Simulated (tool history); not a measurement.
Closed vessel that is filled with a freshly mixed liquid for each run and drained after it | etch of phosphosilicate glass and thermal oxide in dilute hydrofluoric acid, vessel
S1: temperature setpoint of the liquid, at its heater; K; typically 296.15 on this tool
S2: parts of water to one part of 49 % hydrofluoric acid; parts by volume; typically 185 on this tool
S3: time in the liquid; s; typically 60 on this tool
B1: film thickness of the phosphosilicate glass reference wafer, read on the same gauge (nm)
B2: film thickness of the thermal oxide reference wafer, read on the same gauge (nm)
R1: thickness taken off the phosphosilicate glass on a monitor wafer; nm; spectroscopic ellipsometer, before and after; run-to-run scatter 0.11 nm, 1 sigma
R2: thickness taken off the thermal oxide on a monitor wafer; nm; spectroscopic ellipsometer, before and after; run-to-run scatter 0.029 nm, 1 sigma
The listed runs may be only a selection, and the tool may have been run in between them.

| run | hour | S1 | S2 | S3 | B1 | B2 | R1 | R2 |
|---|---|---|---|---|---|---|---|---|
| 1 | 0 | 296.15 | 185 | 60 | 80.04 | 119.995 | 22.28 | 1.319 |
| 2 | 61.9 | 296.15 | 185 | 60 | 79.97 | 119.998 | 22.3 | 1.282 |
| 3 | 98.5 | 296.15 | 185 | 60 | 79.98 | 119.994 | 22.23 | 1.321 |
|  | 145.8 | hydrofluoric acid flow meter replaced |
| 4 | 148.9 | 296.15 | 185 | 60 | 80 | 119.983 | 22.2 | 1.323 |
| 5 | 180.7 | 296.15 | 130 | 60 | 80.04 | 119.982 | 33.44 | 1.934 |
| 6 | 231.3 | 296.15 | 130 | 60 | 80 | 119.976 | 33.39 | 1.979 |
|  | 239.1 | thermometer replaced |
| 7 | 306.9 | 296.15 | 185 | 60 | 80 | 119.989 | 24 | 1.369 |
| 8 | 358.3 | 296.15 | 185 | 60 | 80.01 | 119.958 | 23.77 | 1.38 |
|  | 365.5 | gauge calibrated |
| 9 | 385.6 | 296.15 | 185 | 60 | 79.98 | 119.989 | 23.85 | 1.406 |
| 10 | 411.1 | 296.15 | 185 | 40 | 79.99 | 119.979 | 15.89 | 0.916 |
| 11 | 478.2 | 292.15 | 245 | 75 | 79.96 | 120.036 | 18.15 | 1.022 |
| 12 | 509.7 | 296.15 | 185 | 95 | 79.99 | 119.988 | 37.49 | 2.167 |
|  | 526.3 | hydrofluoric acid flow meter replaced |
| 13 | 559.1 | 296.15 | 105 | 60 | 80.01 | 120.011 | 45.4 | 2.635 |
| 14 | 608.5 | 296.15 | 135 | 60 | 80.04 | 120.025 | 34.29 | 1.976 |
| 15 | 634.3 | 300.65 | 220 | 40 | 80.05 | 120.001 | 14.88 | 0.841 |
| 16 | 675.8 | 298.65 | 185 | 45 | 80.01 | 120.013 | 19.35 | 1.062 |

Forecast each of these 3 alternatives for the next run:
| A | 676.5 | 296.15 | 185 | 60 | ? | ? | ? | ? |
| B | 676.5 | 292.65 | 265 | 35 | ? | ? | ? | ? |
| C | 676.5 | 296.15 | 265 | 90 | ? | ? | ? | ? |

| run | B1 | B2 | R1 | R2 |
|---|---|---|---|---|
| A | 80.02 | 120.008 | 23.57 | 1.337 |
| B | 80.02 | 120.008 | 7.78 | 0.441 |
| C | 80.02 | 120.008 | 22.78 | 1.292 |
The same runs, with their run-to-run variation unchanged, on a tool lacking any hidden condition would have given:
| run | R1 | R2 |
|---|---|---|
| A | 24.44 | 1.386 |
| B | 8.06 | 0.457 |
| C | 23.57 | 1.337 |

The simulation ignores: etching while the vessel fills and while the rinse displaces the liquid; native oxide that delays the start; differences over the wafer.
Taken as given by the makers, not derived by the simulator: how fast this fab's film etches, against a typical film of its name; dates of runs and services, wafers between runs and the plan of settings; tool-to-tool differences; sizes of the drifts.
